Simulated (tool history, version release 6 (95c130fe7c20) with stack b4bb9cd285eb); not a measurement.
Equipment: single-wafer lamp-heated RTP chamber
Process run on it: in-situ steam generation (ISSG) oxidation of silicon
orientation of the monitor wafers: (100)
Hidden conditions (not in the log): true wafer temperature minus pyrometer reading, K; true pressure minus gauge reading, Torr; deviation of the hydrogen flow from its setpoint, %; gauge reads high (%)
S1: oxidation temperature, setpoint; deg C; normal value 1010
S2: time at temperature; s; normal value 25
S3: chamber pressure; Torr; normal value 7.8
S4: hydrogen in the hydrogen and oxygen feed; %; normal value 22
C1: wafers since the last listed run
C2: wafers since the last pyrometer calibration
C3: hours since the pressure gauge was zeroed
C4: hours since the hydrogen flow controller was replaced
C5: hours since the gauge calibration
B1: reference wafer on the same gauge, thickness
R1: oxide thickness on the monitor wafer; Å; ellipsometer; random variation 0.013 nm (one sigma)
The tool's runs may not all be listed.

run	hour	S1	S2	S3	S4	C1	C2	C3	C4	C5	B1	R1
1	0.0	1010	25	7.8	17	0	5781	1425.4	3790.6	1394.1	7.053	59.87
2	39.1	1010	25	7.8	17	338	6120	1464.5	3829.7	1433.2	7.051	59.77
# hour 97.0: pyrometer window cleaned and pyrometer calibrated
3	113.6	1010	25	7.8	17	575	143	1539.0	3904.2	1507.7	7.048	59.93
4	196.0	1010	25	7.8	22	713	856	1621.4	3986.6	1590.1	7.050	63.03
5	239.3	1010	25	7.8	22	374	1231	1664.7	4029.9	1633.4	7.045	63.44
6	312.4	1010	25	7.8	22	632	1864	1737.8	4103.0	1706.5	7.047	63.48
7	384.9	1029	25	7.8	22	627	2491	1810.3	4175.5	1779.0	7.046	69.64
8	465.9	1010	25	7.8	22	701	3192	1891.3	4256.5	1860.0	7.044	63.38
9	542.6	1029	19	7.1	22	663	3856	1968.0	4333.2	1936.7	7.049	60.30
10	633.8	1010	20	7.8	12	789	4646	2059.2	4424.4	2027.9	7.044	49.70
11	700.9	1010	25	7.8	17	580	5226	2126.3	4491.5	2095.0	7.041	59.75
# hour 742.8: pressure gauge zeroed
# hour 757.9: pyrometer window cleaned and pyrometer calibrated
12	773.5	1010	25	7.8	30	489	135	30.7	4564.1	2167.6	7.044	68.32
# hour 830.1: gauge calibrated
13	880.4	1010	25	6.9	18	925	1060	137.6	4671.0	50.3	7.131	60.76
14	975.0	1016	25	7.8	22	818	1879	232.2	4765.6	144.9	7.122	65.79
15	1046.6	992	19	7.8	22	619	2499	303.8	4837.2	216.5	7.112	51.88
16	1103.9	1010	25	7.8	13	495	2995	361.1	4894.5	273.8	7.107	56.66
# hour 1142.0: hydrogen flow controller replaced
17	1142.4	1010	25	7.8	22	263	3259	399.6	0.4	312.3	7.102	63.95
18	1224.8	1027	17	8.7	22	713	3972	482.0	82.8	394.7	7.094	57.05
19	1325.6	1010	25	7.8	22	872	4844	582.8	183.6	495.5	7.088	63.62
# hour 1364.1: pyrometer window cleaned and pyrometer calibrated
20	1393.4	1010	25	7.8	22	517	253	650.6	251.4	563.3	7.083	63.55
21	1514.6	1026	25	7.8	22	1049	1302	771.8	372.6	684.5	7.079	68.73
22	1554.1	1010	25	7.8	22	341	1644	811.3	412.1	724.0	7.076	63.68
23	1648.8	1010	25	7.8	22	819	2464	906.0	506.8	818.7	7.073	63.54
24	1741.8	1010	25	7.8	17	804	3269	999.0	599.8	911.7	7.064	60.00
25	1794.5	1015	25	7.8	22	456	3725	1051.7	652.5	964.4	7.062	64.88
26	1883.4	1026	16	7.8	22	769	4495	1140.6	741.4	1053.3	7.067	55.05
27	1956.8	1010	28	7.8	12	635	5130	1214.0	814.8	1126.7	7.061	58.77
28	2060.5	1010	25	7.8	22	897	6027	1317.7	918.5	1230.4	7.054	63.38
# hour 2073.5: pyrometer window cleaned and pyrometer calibrated
29	2167.4	1010	21	7.8	27	856	812	1424.6	1025.4	1337.3	7.057	61.26
30	2218.9	993	25	8.8	30	445	1258	1476.1	1076.9	1388.8	7.056	63.10

Hidden state or all else? Some run-to-run changes of R1, split into what the settings, what came in and random variation would give without the hidden state, and what is left for the hidden state (with any gauge scatter that isn't in both results):
Run 9 -> 10: S1 1029 -> 1010, S2 19 -> 20, S3 7.1 -> 7.8, S4 22 -> 12. R1 -10.60 Å: hidden state +0.12, all else -10.72.
Run 10 -> 11: S2 20 -> 25, S4 12 -> 17. R1 +10.05 Å: hidden state -0.13, all else +10.18.
Run 12 -> 13: S3 7.8 -> 6.9, S4 30 -> 18, gauge calibrated. R1 -7.56 Å: hidden state +0.83, all else -8.39.
Run 14 -> 15: S1 1016 -> 992, S2 25 -> 19. R1 -13.91 Å: hidden state -0.03, all else -13.88.
